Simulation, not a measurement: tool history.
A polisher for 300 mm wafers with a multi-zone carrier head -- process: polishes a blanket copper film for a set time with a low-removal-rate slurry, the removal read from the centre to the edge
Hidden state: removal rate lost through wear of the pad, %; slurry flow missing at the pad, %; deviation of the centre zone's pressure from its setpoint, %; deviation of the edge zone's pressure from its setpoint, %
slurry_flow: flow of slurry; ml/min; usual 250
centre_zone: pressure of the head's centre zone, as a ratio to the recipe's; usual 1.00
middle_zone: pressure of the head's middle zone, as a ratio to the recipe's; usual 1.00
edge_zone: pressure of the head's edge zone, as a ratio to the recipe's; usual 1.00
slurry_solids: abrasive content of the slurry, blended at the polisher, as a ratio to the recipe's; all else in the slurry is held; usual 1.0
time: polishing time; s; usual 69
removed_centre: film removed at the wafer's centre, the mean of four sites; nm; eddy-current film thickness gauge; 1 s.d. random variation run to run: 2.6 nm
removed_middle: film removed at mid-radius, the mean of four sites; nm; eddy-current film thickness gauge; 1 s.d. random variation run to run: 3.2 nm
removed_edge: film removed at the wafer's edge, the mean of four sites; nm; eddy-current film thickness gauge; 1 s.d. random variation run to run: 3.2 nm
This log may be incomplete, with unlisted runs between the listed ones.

| run | hour | slurry_flow | centre_zone | middle_zone | edge_zone | slurry_solids | time | wafers since the last listed run | wafers polished on this pad | hours since the slurry nozzle was cleaned | hours since the centre zone pressure was calibrated | hours since the edge zone pressure was calibrated | hours since the carrier head's membrane was replaced | incoming thickness of the incoming film, nm | removed_centre | removed_middle | removed_edge |
|---|---|---|---|---|---|---|---|---|---|---|---|---|---|---|---|---|---|
| 1 | 0.0 | 250 | 1.00 | 1.05 | 1.00 | 1.0 | 86 | 0 | 7 | 92.5 | 1152.1 | 592.3 | 1596.1 | 743.5 | 290.6 | 284.5 | 272.2 |
| 2 | 27.7 | 250 | 1.00 | 1.05 | 1.00 | 1.0 | 86 | 196 | 204 | 120.2 | 1179.8 | 620.0 | 1623.8 | 753.8 | 287.5 | 289.3 | 271.5 |
|  | 100.1 | carrier head's membrane replaced by a new one |
| 3 | 108.7 | 200 | 1.06 | 1.06 | 1.00 | 1.0 | 61 | 539 | 744 | 201.2 | 1260.8 | 701.0 | 8.6 | 755.7 | 214.4 | 205.0 | 191.1 |
| 4 | 180.3 | 250 | 1.00 | 1.00 | 1.00 | 1.0 | 69 | 508 | 1252 | 272.8 | 1332.4 | 772.6 | 80.2 | 754.5 | 228.8 | 223.6 | 217.0 |
|  | 195.4 | edge zone pressure recalibrated |
|  | 197.9 | centre zone pressure recalibrated |
| 5 | 240.3 | 250 | 1.00 | 1.00 | 1.00 | 1.0 | 69 | 397 | 1650 | 332.8 | 42.4 | 44.9 | 140.2 | 751.7 | 231.2 | 221.2 | 221.0 |
| 6 | 283.1 | 250 | 1.00 | 1.00 | 1.00 | 1.0 | 69 | 303 | 1954 | 375.6 | 85.2 | 87.7 | 183.0 | 758.1 | 229.5 | 223.1 | 222.1 |
|  | 322.1 | slurry nozzle cleaned |
| 7 | 328.5 | 250 | 1.00 | 1.00 | 0.95 | 1.0 | 89 | 315 | 2270 | 6.4 | 130.6 | 133.1 | 228.4 | 754.5 | 303.0 | 286.3 | 279.4 |
|  | 354.6 | worn pad replaced by a new one |
| 8 | 367.0 | 250 | 1.00 | 1.03 | 1.00 | 1.2 | 69 | 245 | 88 | 44.9 | 169.1 | 171.6 | 266.9 | 751.3 | 239.8 | 232.3 | 231.6 |
| 9 | 432.4 | 250 | 1.00 | 1.00 | 1.11 | 0.9 | 69 | 464 | 552 | 110.3 | 234.5 | 237.0 | 332.3 | 747.6 | 228.0 | 221.8 | 232.2 |
| 10 | 474.3 | 250 | 1.00 | 1.08 | 1.00 | 1.0 | 69 | 297 | 850 | 152.2 | 276.4 | 278.9 | 374.2 | 764.2 | 229.1 | 237.5 | 220.7 |
| 11 | 540.5 | 250 | 1.00 | 1.00 | 1.00 | 1.0 | 69 | 470 | 1320 | 218.4 | 342.6 | 345.1 | 440.4 | 763.1 | 231.3 | 218.8 | 221.3 |
| 12 | 576.4 | 250 | 1.00 | 1.00 | 1.00 | 1.0 | 69 | 254 | 1575 | 254.3 | 378.5 | 381.0 | 476.3 | 753.5 | 232.1 | 223.9 | 221.8 |
| 13 | 604.9 | 250 | 0.94 | 0.91 | 1.00 | 1.0 | 69 | 202 | 1777 | 282.8 | 407.0 | 409.5 | 504.8 | 759.5 | 221.4 | 207.9 | 223.3 |
| 14 | 656.6 | 285 | 1.00 | 1.00 | 1.00 | 1.0 | 50 | 367 | 2144 | 334.5 | 458.7 | 461.2 | 556.5 | 744.6 | 169.4 | 164.4 | 160.3 |
|  | 687.4 | slurry nozzle cleaned |
| 15 | 703.4 | 200 | 1.00 | 0.96 | 1.00 | 1.0 | 69 | 325 | 2470 | 16.0 | 505.5 | 508.0 | 603.3 | 761.8 | 225.0 | 211.6 | 215.7 |
|  | 707.8 | worn pad replaced by a new one |
| 16 | 762.7 | 250 | 0.90 | 1.00 | 1.11 | 1.0 | 69 | 392 | 389 | 75.3 | 564.8 | 567.3 | 662.6 | 746.1 | 206.7 | 222.0 | 230.2 |
| 17 | 812.4 | 250 | 1.00 | 1.00 | 1.00 | 1.0 | 69 | 352 | 742 | 125.0 | 614.5 | 617.0 | 712.3 | 768.7 | 234.8 | 226.9 | 219.8 |
| 18 | 848.4 | 170 | 0.91 | 0.92 | 0.95 | 1.0 | 69 | 255 | 998 | 161.0 | 650.5 | 653.0 | 748.3 | 754.3 | 197.6 | 198.2 | 209.5 |
|  | 856.5 | edge zone pressure recalibrated |
| 19 | 917.4 | 250 | 0.93 | 1.00 | 1.00 | 1.0 | 69 | 475 | 1474 | 230.0 | 719.5 | 60.9 | 817.3 | 759.1 | 216.1 | 221.0 | 222.2 |
| 20 | 945.8 | 250 | 1.00 | 1.00 | 1.00 | 0.8 | 69 | 201 | 1675 | 258.4 | 747.9 | 89.3 | 845.7 | 765.9 | 220.5 | 216.1 | 212.0 |

For each entry between runs, how does the tool's hidden state at the last listed run before it compare with that at the first listed run after it?
Between runs 2 and 3: carrier head's membrane replaced by a new one (hour 100.1)
  both runs share identical hidden conditions
Between runs 4 and 5: edge zone pressure recalibrated (hour 195.4); centre zone pressure recalibrated (hour 197.9)
  both runs share identical hidden conditions
Between runs 6 and 7: slurry nozzle cleaned (hour 322.1)
  both runs share identical hidden conditions
Between runs 7 and 8: worn pad replaced by a new one (hour 354.6)
  both runs share identical hidden conditions
Between runs 14 and 15: slurry nozzle cleaned (hour 687.4)
  both runs share identical hidden conditions
Between runs 15 and 16: worn pad replaced by a new one (hour 707.8)
  both runs share identical hidden conditions
Between runs 18 and 19: edge zone pressure recalibrated (hour 856.5)
  both runs share identical hidden conditions

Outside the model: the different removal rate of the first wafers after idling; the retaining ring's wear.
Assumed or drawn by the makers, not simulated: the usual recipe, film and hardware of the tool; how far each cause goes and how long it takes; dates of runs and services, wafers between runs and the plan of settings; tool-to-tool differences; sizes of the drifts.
